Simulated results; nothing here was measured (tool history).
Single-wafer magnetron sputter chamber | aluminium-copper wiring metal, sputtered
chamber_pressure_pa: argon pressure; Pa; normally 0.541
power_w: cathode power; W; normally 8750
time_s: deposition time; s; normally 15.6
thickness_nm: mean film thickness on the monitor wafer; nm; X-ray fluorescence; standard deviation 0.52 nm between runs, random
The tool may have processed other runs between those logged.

run,hour,chamber_pressure_pa,power_w,time_s,wafers since the last listed run,wafers on the sputter target,hours since the last manometer calibration,hours since the magnet pack was replaced,hours since the gauge calibration,"read-back reference wafer on the same gauge, thickness_nm",thickness_nm
1,0,0.541,8750,15.6,0,2033,790.3,5306.5,48.8,242.995,215.21
# hour 9.8: sputter target and shields replaced
2,10.3,0.442,8750,17.1,95,21,800.6,5316.8,59.1,242.941,252.592
3,12.9,0.442,8750,17.1,107,129,803.2,5319.4,61.7,243.042,253.071
4,27.6,0.541,8750,15.6,609,739,817.9,5334.1,76.4,243.029,217.553
5,34.4,0.541,8750,15.6,281,1021,824.7,5340.9,83.2,242.933,217.191
6,44.3,0.541,8750,15.6,410,1431,834.6,5350.8,93.1,243.103,215.947
7,54.7,0.541,7850,15.6,431,1862,845,5361.2,103.5,243.01,197.875
8,65.1,0.541,7850,15.6,431,2293,855.4,5371.6,113.9,243.122,197.212
# hour 78.7: sputter target and shields replaced
# hour 81.9: magnet pack replaced
9,82.4,0.541,7850,15.6,254,21,872.7,0.5,131.2,242.915,202.087
10,83.5,0.541,8750,17.1,45,67,873.8,1.6,132.3,242.937,240.139
11,99.1,0.541,7450,15.6,646,713,889.4,17.2,147.9,243.086,192.392
12,108.8,0.541,7450,15.6,402,1115,899.1,26.9,157.6,243.031,192.447
13,120.3,0.445,7950,15.6,476,1592,910.6,38.4,169.1,242.969,209.994
14,126.4,0.716,9900,14.2,252,1845,916.7,44.5,175.2,242.981,198.779
15,133.1,0.541,8750,15.6,277,2123,923.4,51.2,181.9,243.021,213.779
# hour 150.1: sputter target and shields replaced
16,150.6,0.458,7550,18.7,393,21,940.9,68.7,199.4,243.128,245.069
17,154.4,0.61,10250,13,157,178,944.7,72.5,203.2,242.931,199.587
# hour 173: capacitance manometer re-zeroed and calibrated
18,173.5,0.686,10150,14,460,639,0.5,91.6,222.3,243.082,189.954
# hour 184.1: gauge calibrated
19,184.6,0.442,8750,17.1,460,1099,11.6,102.7,0.5,243.006,237.131
20,194.7,0.541,9800,17.1,418,1518,21.7,112.8,10.6,242.951,243.977
# hour 210.3: sputter target and shields replaced
21,210.8,0.673,10050,17.6,335,20,37.8,128.9,26.7,243.051,241.588
22,226.8,0.541,8750,15.6,663,683,53.8,144.9,42.7,242.991,206.532
23,239,0.434,9700,15.6,505,1189,66,157.1,54.9,243.088,238.071
24,249.9,0.447,6600,17.7,451,1641,76.9,168,65.8,243.046,200.577
25,256.5,0.632,9600,15.6,273,1914,83.5,174.6,72.4,242.973,209.632
26,267.5,0.479,6700,16.8,456,2370,94.5,185.6,83.4,242.975,186.141

Each row is a separate what-if for the run after 26, all from the same tool condition, not one after another. Results?
A,267.9,0.541,10250,15.6,16,2387,94.9,186,83.8,?,?
B,267.9,0.474,10300,18.2,16,2387,94.9,186,83.8,?,?
C,267.9,0.453,9750,18.1,16,2387,94.9,186,83.8,?,?
D,267.9,0.658,10000,15.6,16,2387,94.9,186,83.8,?,?
E,267.9,0.541,8750,17.3,16,2387,94.9,186,83.8,?,?

run,"read-back reference wafer on the same gauge, thickness_nm",thickness_nm
A,242.892,231.089
B,242.892,281.22
C,242.892,271.028
D,242.892,212.232
E,242.892,226.385
The same runs, with their run-to-run variation unchanged, on a tool lacking any hidden condition would have given:
run,thickness_nm
A,236.13
B,287.535
C,277.171
D,216.635
E,231.323
